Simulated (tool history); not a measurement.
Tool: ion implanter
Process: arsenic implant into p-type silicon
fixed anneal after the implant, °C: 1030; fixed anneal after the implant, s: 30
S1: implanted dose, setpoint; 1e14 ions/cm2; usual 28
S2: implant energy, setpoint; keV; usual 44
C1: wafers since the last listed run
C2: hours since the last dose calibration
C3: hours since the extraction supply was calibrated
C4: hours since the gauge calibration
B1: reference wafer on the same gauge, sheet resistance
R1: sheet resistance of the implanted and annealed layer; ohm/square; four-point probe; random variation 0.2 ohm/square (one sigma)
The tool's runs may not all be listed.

run	day	S1	S2	C1	C2	C3	C4	B1	R1
1	0	28	44	0	1139.6	334.9	1684.5	69.69	61.61
2	2.404	33.97	48	902	1197.3	392.6	1742.2	69.75	56.07
3	4.312	33.97	48	716	1243.1	438.4	1788	69.79	56.18
4	5.979	33.97	48	625	1283.1	478.4	1828	69.69	56
5	9.579	28	44	1352	1369.5	564.8	1914.4	69.7	61.08
6	13.517	28	44	1478	1464	659.3	2008.9	69.72	61.07
# day 18.929: Faraday cup replaced and dose calibrated
7	21.379	28	44	2827	58.8	848	2197.6	69.71	61.77
8	25.242	22.02	44	1450	151.5	940.7	2290.3	69.68	68.59
9	28.071	22.02	44	1062	219.4	1008.6	2358.2	69.67	68.09
10	30.779	28	44	1017	284.4	1073.6	2423.2	69.69	61.71
11	32.788	28	44	754	332.6	1121.8	2471.4	69.77	61.65
12	35.108	28	44	871	388.3	1177.5	2527.1	69.7	61.61
13	47.733	30.58	47.5	4741	691.3	1480.5	2830.1	69.71	58.56
14	49.529	30.58	47.5	674	734.4	1523.6	2873.2	69.73	58.17
15	53.262	30.58	47.5	1402	824	1613.2	2962.8	69.68	58.1
16	55.729	24.19	44	926	883.2	1672.4	3022	69.68	65.16
17	57.704	28	44	741	930.6	1719.8	3069.4	69.69	61.61
18	61.912	28	44	1580	1031.6	1820.8	3170.4	69.74	61.09
19	66.217	19.73	31	1616	1134.9	1924.1	3273.7	69.65	78.48
20	68.321	30.32	58	790	1185.4	1974.6	3324.2	69.7	53.68
21	70.004	33.97	48	632	1225.8	2015	3364.6	69.7	56.05
22	74.071	28	44	1527	1323.4	2112.6	3462.2	69.68	61.41
23	78.438	28	44	1640	1428.2	2217.4	3567	69.7	61.14
# day 79.571: gauge calibrated
24	82.567	20.32	53	1550	1527.3	2316.5	71.9	69.66	65.83
# day 83.908: Faraday cup replaced and dose calibrated
25	86.575	20.36	59.5	1380	64	2412.7	168.1	69.73	64.43
26	89.646	32.3	55	1153	137.7	2486.4	241.8	69.69	53.95
27	92.279	23.47	56.5	989	200.9	2549.6	305	69.77	60.7
# day 95.142: extraction supply calibrated
28	95.162	21.06	48.5	957	270.1	0.5	374.2	69.74	67.56
29	97.862	23.36	34	1014	334.9	65.3	439	69.7	71.81
30	99.829	28	30	738	382.1	112.5	486.2	69.76	70.62
31	102.204	28	51.5	892	439.1	169.5	543.2	69.65	58.15
32	106.333	28	52	1550	538.2	268.6	642.3	69.7	57.91
33	108.725	28	44	898	595.6	326	699.7	69.65	61.58
34	111.217	21.77	36.5	935	655.4	385.8	759.5	69.77	72.19
35	118.242	24.69	44	2638	824	554.4	928.1	69.69	64.26
36	119.954	24.26	44	643	865.1	595.5	969.2	69.66	65.06

Hidden state at the last listed run before each entry between runs and at the first one after, where it differs:
Between runs 6 and 7: Faraday cup replaced and dose calibrated (day 18.929)
  deviation of the true dose from the Faraday cup's reading, %: 3.03 -> 0.112
  measured less the result without the state, R1: -0.62 -> -0.02 ohm/square
Between runs 23 and 24: gauge calibrated (day 79.571)
  deviation of the true dose from the Faraday cup's reading, %: 3.16 -> 3.6
  measured less the result without the state, R1: -0.65 -> -1.25 ohm/square
Between runs 24 and 25: Faraday cup replaced and dose calibrated (day 83.908)
  deviation of the true dose from the Faraday cup's reading, %: 3.6 -> -0.0861
  measured less the result without the state, R1: -1.25 -> +0.03 ohm/square
Between runs 27 and 28: extraction supply calibrated (day 95.142)
  deviation of the true dose from the Faraday cup's reading, %: -0.0318 -> 0.017
  measured less the result without the state, R1: +0.01 -> +0 ohm/square

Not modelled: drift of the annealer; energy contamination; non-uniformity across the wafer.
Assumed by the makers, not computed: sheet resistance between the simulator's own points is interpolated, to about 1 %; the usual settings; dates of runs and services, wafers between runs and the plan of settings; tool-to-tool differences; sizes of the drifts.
